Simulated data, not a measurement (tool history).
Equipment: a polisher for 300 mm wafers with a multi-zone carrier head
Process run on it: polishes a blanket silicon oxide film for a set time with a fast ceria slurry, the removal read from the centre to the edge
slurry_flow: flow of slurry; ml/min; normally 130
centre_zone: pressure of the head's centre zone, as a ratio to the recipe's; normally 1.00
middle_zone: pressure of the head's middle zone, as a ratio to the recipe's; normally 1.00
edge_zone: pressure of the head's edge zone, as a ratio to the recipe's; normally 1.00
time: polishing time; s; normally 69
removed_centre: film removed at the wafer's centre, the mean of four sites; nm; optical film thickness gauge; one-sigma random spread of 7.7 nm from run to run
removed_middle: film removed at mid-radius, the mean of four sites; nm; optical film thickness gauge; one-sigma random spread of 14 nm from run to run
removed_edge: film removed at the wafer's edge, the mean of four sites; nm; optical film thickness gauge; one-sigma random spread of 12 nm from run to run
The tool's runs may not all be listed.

run   hour  slurry_flow  centre_zone  middle_zone  edge_zone  time  incoming thickness of the incoming film, nm  removed_centre  removed_middle  removed_edge
  1    0.0          130         1.00         1.00       1.09    69                                       2951.2          1072.1          1044.1        1126.5
  2   13.3          130         1.00         1.00       1.09    69                                       2953.2          1073.1          1031.8        1121.6
  3   31.8          130         1.00         1.00       1.09    69                                       2937.9          1074.6          1028.1        1107.6
      47.8  -- worn pad replaced by a new one
  4   59.9          130         1.00         1.00       1.00    69                                       2979.8          1118.9          1093.9        1126.7
  5   74.7          130         1.00         1.00       1.00    69                                       2994.0          1083.5          1056.4        1089.3
  6   87.0          130         1.00         1.00       1.00    69                                       2947.3          1083.2          1073.4        1088.7
  7  110.8          130         1.00         1.00       1.00    69                                       2949.9          1081.8          1031.8        1069.2
     148.8  -- worn pad replaced by a new one
  8  149.3          130         1.00         1.00       1.00    69                                       2964.2          1147.7          1097.0        1134.8
  9  176.9          130         1.08         1.00       1.00    69                                       2981.9          1192.2          1047.6        1087.6
 10  201.3          130         1.00         1.00       1.00    69                                       2952.5          1082.4          1035.7        1079.1
     235.3  -- worn pad replaced by a new one
 11  235.8          130         1.00         1.00       1.00    69                                       2930.2          1138.2          1103.6        1144.9
 12  249.5          130         1.00         1.00       1.00    69                                       2943.9          1120.3          1078.4        1105.2
     276.7  -- carrier head's membrane replaced by a new one
 13  277.5          130         1.00         1.00       1.00    69                                       2985.2          1093.5          1045.9        1088.5
 14  297.1           90         1.05         1.00       1.00    57                                       2982.2           855.9           786.5         851.8
     304.4  -- edge zone pressure recalibrated
 15  318.7          130         1.00         1.00       1.00    69                                       2921.4          1083.0          1052.5        1075.0
     329.9  -- slurry nozzle cleaned
     332.4  -- centre zone pressure recalibrated
     332.6  -- worn pad replaced by a new one
 16  342.5          145         1.00         0.95       1.09    69                                       2954.1          1136.7          1044.3        1180.3
 17  367.9          130         1.10         1.00       0.97    81                                       2958.2          1413.5          1245.5        1261.0
 18  391.9          100         1.00         1.11       1.00    69                                       2955.7          1014.8          1081.7        1035.8
 19  408.6          130         1.00         1.00       1.00    56                                       2970.1           877.5           834.5         869.3
     429.1  -- worn pad replaced by a new one
 20  432.7          115         1.00         1.00       1.00    69                                       2922.5          1109.4          1076.0        1096.4
 21  468.8          140         1.00         0.91       0.95    69                                       2961.4          1098.5           978.4        1068.1
 22  483.0          145         0.91         1.09       1.00    53                                       2943.0           772.0           883.9         844.2

Branching from run 22: 3 alternative next runs. What would each branch give?
  A  483.4          130         1.00         1.00       1.00    69                                       2974.9               ?               ?             ?
  B  483.4          130         1.05         1.03       1.00    69                                       2974.9               ?               ?             ?
  C  483.4          130         1.00         1.00       0.90    49                                       2974.9               ?               ?             ?

run  removed_centre  removed_middle  removed_edge
  A          1068.1          1036.3        1079.2
  B          1122.2          1062.3        1078.8
  C           758.5           736.0         729.3
Had the tool no hidden state, the same runs would have come out as:
run  removed_centre  removed_middle  removed_edge
  A          1127.4          1093.8        1139.1
  B          1184.5          1121.2        1138.7
  C           800.6           776.9         769.8
